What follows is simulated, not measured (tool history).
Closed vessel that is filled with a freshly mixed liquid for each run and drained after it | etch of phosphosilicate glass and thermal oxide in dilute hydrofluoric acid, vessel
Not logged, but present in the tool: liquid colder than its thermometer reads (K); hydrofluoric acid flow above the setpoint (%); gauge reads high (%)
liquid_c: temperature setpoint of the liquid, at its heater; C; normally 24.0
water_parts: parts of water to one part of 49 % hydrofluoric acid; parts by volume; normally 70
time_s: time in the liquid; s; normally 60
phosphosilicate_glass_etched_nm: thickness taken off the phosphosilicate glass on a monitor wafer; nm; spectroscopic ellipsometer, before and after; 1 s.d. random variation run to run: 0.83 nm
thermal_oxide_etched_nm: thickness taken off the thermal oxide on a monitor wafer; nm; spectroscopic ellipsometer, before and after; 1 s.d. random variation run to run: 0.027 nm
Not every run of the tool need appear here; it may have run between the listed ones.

run	day	liquid_c	water_parts	time_s	wafers since the last listed run	hours since the thermometer was replaced	hours since the hydrofluoric acid flow meter was replaced	hours since the gauge calibration	read-back film thickness of the phosphosilicate glass reference wafer, read on the same gauge (nm)	read-back film thickness of the thermal oxide reference wafer, read on the same gauge (nm)	phosphosilicate_glass_etched_nm	thermal_oxide_etched_nm
1	0.000	24.0	70	60	0	3145.8	367.2	727.6	39.98	50.003	107.80	4.754
2	1.025	24.0	70	85	3057	3170.4	391.8	752.2	40.00	49.989	154.00	6.724
3	2.246	24.0	70	85	3641	3199.7	421.1	781.5	40.02	50.024	153.69	6.799
4	3.188	24.0	70	85	2808	3222.3	443.7	804.1	40.00	49.983	153.49	6.857
5	4.308	24.0	70	60	3343	3249.2	470.6	831.0	40.00	50.001	109.99	4.808
6	5.117	24.0	70	60	2411	3268.6	490.0	850.4	40.00	49.986	108.76	4.835
7	6.504	27.0	90	60	4138	3301.9	523.3	883.7	39.99	50.023	95.03	4.204
8	7.233	24.0	70	60	2174	3319.4	540.8	901.2	39.99	49.997	109.86	4.877
9	8.254	29.0	70	40	3044	3343.9	565.3	925.7	39.98	50.012	89.21	3.958
# day 8.496: gauge calibrated
10	9.104	28.0	70	75	2535	3364.3	585.7	14.6	40.00	49.989	161.68	7.261
# day 9.862: thermometer replaced
11	10.604	29.0	70	60	4349	17.8	621.7	50.6	40.01	50.013	136.28	6.031
# day 13.379: hydrofluoric acid flow meter replaced
12	14.721	19.5	70	60	12154	116.6	32.2	149.4	40.01	50.003	83.21	3.708
13	15.850	20.5	40	80	3368	143.7	59.3	176.5	40.00	49.997	211.91	9.422
14	17.125	27.5	70	95	3802	174.3	89.9	207.1	40.00	50.020	186.35	8.361
15	18.538	28.5	70	60	4213	208.2	123.8	241.0	39.99	50.025	123.50	5.460
16	19.892	24.0	100	60	4039	240.7	156.3	273.5	39.99	50.005	69.96	3.068
17	21.204	24.0	70	60	3914	272.2	187.8	305.0	40.00	50.009	103.78	4.618
18	21.929	21.0	70	35	2162	289.6	205.2	322.4	39.99	50.008	54.43	2.379
19	22.429	20.5	70	60	1491	301.6	217.2	334.4	40.00	49.994	90.73	3.966
20	23.475	29.0	85	30	3119	326.7	242.3	359.5	40.00	49.961	51.61	2.272
21	24.058	29.0	70	60	1739	340.7	256.3	373.5	39.99	49.995	129.80	5.682
22	24.621	24.0	85	60	1677	354.2	269.8	387.0	39.99	50.005	86.04	3.785
23	25.796	24.0	55	60	3504	382.4	298.0	415.2	39.99	50.038	137.99	6.056
24	26.483	24.0	40	60	2050	398.9	314.5	431.7	40.00	50.023	194.37	8.541
25	27.242	26.5	90	80	2261	417.1	332.7	449.9	40.00	50.013	118.83	5.273

Consider 5 possible next runs. They are alternatives, not a sequence: every one starts from the tool as it was left by run 25. What does each give?
A	27.271	24.0	70	60	86	417.8	333.4	450.6	?	?	?	?
B	27.271	26.5	70	60	86	417.8	333.4	450.6	?	?	?	?
C	27.271	28.0	60	30	86	417.8	333.4	450.6	?	?	?	?
D	27.271	24.0	70	40	86	417.8	333.4	450.6	?	?	?	?
E	27.271	25.5	50	45	86	417.8	333.4	450.6	?	?	?	?

run	read-back film thickness of the phosphosilicate glass reference wafer, read on the same gauge (nm)	read-back film thickness of the thermal oxide reference wafer, read on the same gauge (nm)	phosphosilicate_glass_etched_nm	thermal_oxide_etched_nm
A	39.99	49.987	106.21	4.678
B	39.99	49.987	117.45	5.172
C	39.99	49.987	73.69	3.246
D	39.99	49.987	70.81	3.118
E	39.99	49.987	121.59	5.355
What these runs would have given with no unlogged condition in the tool:
run	phosphosilicate_glass_etched_nm	thermal_oxide_etched_nm
A	100.22	4.414
B	110.79	4.879
C	69.55	3.063
D	66.81	2.942
E	114.85	5.058
